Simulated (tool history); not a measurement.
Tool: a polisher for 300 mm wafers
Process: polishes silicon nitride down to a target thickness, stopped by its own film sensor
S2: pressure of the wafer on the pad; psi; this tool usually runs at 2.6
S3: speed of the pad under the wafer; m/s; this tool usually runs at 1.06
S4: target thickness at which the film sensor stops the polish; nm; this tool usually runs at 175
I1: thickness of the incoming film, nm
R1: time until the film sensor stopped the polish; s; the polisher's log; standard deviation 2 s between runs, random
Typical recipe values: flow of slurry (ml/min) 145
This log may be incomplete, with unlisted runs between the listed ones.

{"run": 1, "hour": 0.0, "flow of slurry (ml/min)": 120, "S2": 2.6, "S3": 1.06, "S4": 175, "I1": 363.4, "R1": 197.5}
{"run": 2, "hour": 6.1, "flow of slurry (ml/min)": 120, "S2": 2.6, "S3": 1.06, "S4": 175, "I1": 360.3, "R1": 190.2}
{"run": 3, "hour": 17.2, "flow of slurry (ml/min)": 120, "S2": 2.6, "S3": 1.06, "S4": 175, "I1": 358.8, "R1": 192.2}
{"run": 4, "hour": 23.4, "flow of slurry (ml/min)": 145, "S2": 2.6, "S3": 1.06, "S4": 209, "I1": 358.4, "R1": 151.1}
{"run": 5, "hour": 40.1, "flow of slurry (ml/min)": 145, "S2": 2.6, "S3": 0.92, "S4": 154, "I1": 359.2, "R1": 229.9}
{"run": 6, "hour": 52.1, "flow of slurry (ml/min)": 145, "S2": 2.6, "S3": 0.92, "S4": 154, "I1": 358.5, "R1": 229.6}
{"hour": 60.3, "done": "slurry nozzle cleaned"}
{"run": 7, "hour": 60.8, "flow of slurry (ml/min)": 145, "S2": 2.1, "S3": 1.06, "S4": 175, "I1": 354.8, "R1": 227.0}
{"run": 8, "hour": 68.9, "flow of slurry (ml/min)": 145, "S2": 2.1, "S3": 1.06, "S4": 175, "I1": 357.3, "R1": 232.2}
{"hour": 76.5, "done": "head pressure recalibrated"}
{"run": 9, "hour": 80.7, "flow of slurry (ml/min)": 145, "S2": 2.6, "S3": 1.06, "S4": 222, "I1": 362.1, "R1": 145.2}
{"run": 10, "hour": 87.0, "flow of slurry (ml/min)": 160, "S2": 2.6, "S3": 1.06, "S4": 133, "I1": 357.2, "R1": 229.1}
{"hour": 92.9, "done": "worn pad replaced by a new one"}
{"run": 11, "hour": 94.6, "flow of slurry (ml/min)": 145, "S2": 2.6, "S3": 1.06, "S4": 175, "I1": 358.9, "R1": 176.3}
{"run": 12, "hour": 101.7, "flow of slurry (ml/min)": 145, "S2": 2.6, "S3": 1.06, "S4": 110, "I1": 356.6, "R1": 240.6}
{"run": 13, "hour": 118.4, "flow of slurry (ml/min)": 180, "S2": 2.6, "S3": 1.06, "S4": 175, "I1": 359.3, "R1": 172.9}
{"run": 14, "hour": 134.3, "flow of slurry (ml/min)": 145, "S2": 2.6, "S3": 1.06, "S4": 175, "I1": 358.6, "R1": 177.3}
{"run": 15, "hour": 148.4, "flow of slurry (ml/min)": 125, "S2": 3.2, "S3": 0.84, "S4": 205, "I1": 356.3, "R1": 142.2}
{"run": 16, "hour": 163.7, "flow of slurry (ml/min)": 145, "S2": 2.6, "S3": 0.82, "S4": 175, "I1": 360.6, "R1": 218.2}
{"run": 17, "hour": 181.5, "flow of slurry (ml/min)": 145, "S2": 2.6, "S3": 1.06, "S4": 208, "I1": 359.2, "R1": 149.8}
{"run": 18, "hour": 197.9, "flow of slurry (ml/min)": 190, "S2": 2.0, "S3": 0.76, "S4": 143, "I1": 359.6, "R1": 341.5}

Forecast each of these 5 alternatives for the next run:
{"run": "A", "hour": 198.4, "flow of slurry (ml/min)": 145, "S2": 3.2, "S3": 1.06, "S4": 175, "I1": 367.1, "R1": "?"}
{"run": "B", "hour": 198.4, "flow of slurry (ml/min)": 145, "S2": 2.6, "S3": 1.06, "S4": 130, "I1": 367.1, "R1": "?"}
{"run": "C", "hour": 198.4, "flow of slurry (ml/min)": 185, "S2": 3.5, "S3": 0.8, "S4": 224, "I1": 367.1, "R1": "?"}
{"run": "D", "hour": 198.4, "flow of slurry (ml/min)": 145, "S2": 3.0, "S3": 1.06, "S4": 175, "I1": 367.1, "R1": "?"}
{"run": "E", "hour": 198.4, "flow of slurry (ml/min)": 145, "S2": 2.6, "S3": 1.18, "S4": 175, "I1": 367.1, "R1": "?"}

run=A R1=157.6
run=B R1=239.4
run=C R1=125.5
run=D R1=168.1
run=E R1=180.3
The same runs, with their run-to-run variation unchanged, on a tool lacking any hidden condition would have given:
run=A R1=150.8
run=B R1=229.1
run=C R1=120.1
run=D R1=160.8
run=E R1=172.4
